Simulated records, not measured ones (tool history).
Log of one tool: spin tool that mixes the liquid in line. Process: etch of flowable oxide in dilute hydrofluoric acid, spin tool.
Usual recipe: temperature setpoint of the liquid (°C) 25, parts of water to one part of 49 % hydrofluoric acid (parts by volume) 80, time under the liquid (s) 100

run     day  temperature setpoint of the liquid (°C)  parts of water to one part of 49 % hydrofluoric acid (parts by volume)  time under the liquid (s)  read-back film thickness of the flowable oxide reference wafer, read on the same gauge (nm)  thickness taken off the flowable oxide on a monitor wafer (nm)
  1       0                                       25                                                                      80                        100                                                                                           70                                                           47.26
      2.058  -- thermometer replaced
  2   2.938                                       25                                                                      80                        100                                                                                           70                                                           48.86
  3   5.388                                       25                                                                      80                        100                                                                                        69.99                                                           48.44
  4   6.933                                       25                                                                      80                        100                                                                                        69.99                                                           48.05
      7.908  -- hydrofluoric acid flow meter replaced
  5   9.792                                       25                                                                      80                        100                                                                                           70                                                           50.46
  6  11.425                                       25                                                                      80                        100                                                                                           70                                                           50.11
  7  14.304                                       25                                                                      80                        100                                                                                        69.99                                                           49.51
  8  16.788                                       25                                                                      80                        100                                                                                           70                                                           49.46
  9  19.142                                       25                                                                      80                         70                                                                                        70.01                                                           34.26
 10  21.088                                       25                                                                      80                         70                                                                                        70.01                                                           33.95
 11  23.596                                     27.5                                                                      80                         60                                                                                           70                                                           32.06
 12  24.925                                     27.5                                                                      80                         60                                                                                        70.01                                                           31.64
 13  27.379                                     23.5                                                                      80                        100                                                                                        69.98                                                           44.95
 14  28.929                                       25                                                                      90                        100                                                                                        69.99                                                           41.75
 15  30.121                                       25                                                                      80                        100                                                                                           70                                                           47.15
 16  31.771                                       25                                                                     110                        130                                                                                        70.01                                                           43.17
     32.762  -- gauge calibrated
     32.817  -- hydrofluoric acid flow meter replaced
 17    33.9                                     27.5                                                                      80                         60                                                                                           70                                                           32.21
     34.579  -- thermometer replaced
 18  36.112                                     29.5                                                                      40                        100                                                                                        69.99                                                          127.43
 19  37.112                                       29                                                                      80                        100                                                                                        69.98                                                            58.8
 20  38.221                                       25                                                                      80                        125                                                                                        70.01                                                           62.83
 21  39.975                                       23                                                                     105                         65                                                                                           70                                                           22.06
 22  42.558                                       21                                                                      45                        100                                                                                        70.02                                                           78.63
 23  45.417                                       25                                                                     105                         50                                                                                        70.01                                                           18.14
 24  47.962                                       25                                                                      80                        100                                                                                           70                                                           49.02
 25    50.4                                       25                                                                     100                        100                                                                                        70.01                                                           37.81
 26  52.233                                       29                                                                     100                        145                                                                                        69.99                                                           63.11

Each row is a separate what-if for the run after 26, all from the same tool condition, not one after another. Results?
  A  52.25                                       25                                                                      80                         55                                                                                            ?                                                               ?
  B  52.25                                       22                                                                      55                        125                                                                                            ?                                                               ?
  C  52.25                                       23                                                                      70                        135                                                                                            ?                                                               ?
  D  52.25                                     20.5                                                                      65                        125                                                                                            ?                                                               ?
  E  52.25                                       29                                                                      80                        155                                                                                            ?                                                               ?

run  read-back film thickness of the flowable oxide reference wafer, read on the same gauge (nm)  thickness taken off the flowable oxide on a monitor wafer (nm)
  A                                                                                        70.01                                                           26.23
  B                                                                                        70.01                                                           79.24
  C                                                                                        70.01                                                           68.75
  D                                                                                        70.01                                                           62.18
  E                                                                                        70.01                                                           86.52
The same runs, with their run-to-run variation unchanged, on a tool lacking any hidden condition would have given:
run  thickness taken off the flowable oxide on a monitor wafer (nm)
  A                                                           27.85
  B                                                           84.11
  C                                                           72.99
  D                                                           66.04
  E                                                           91.81
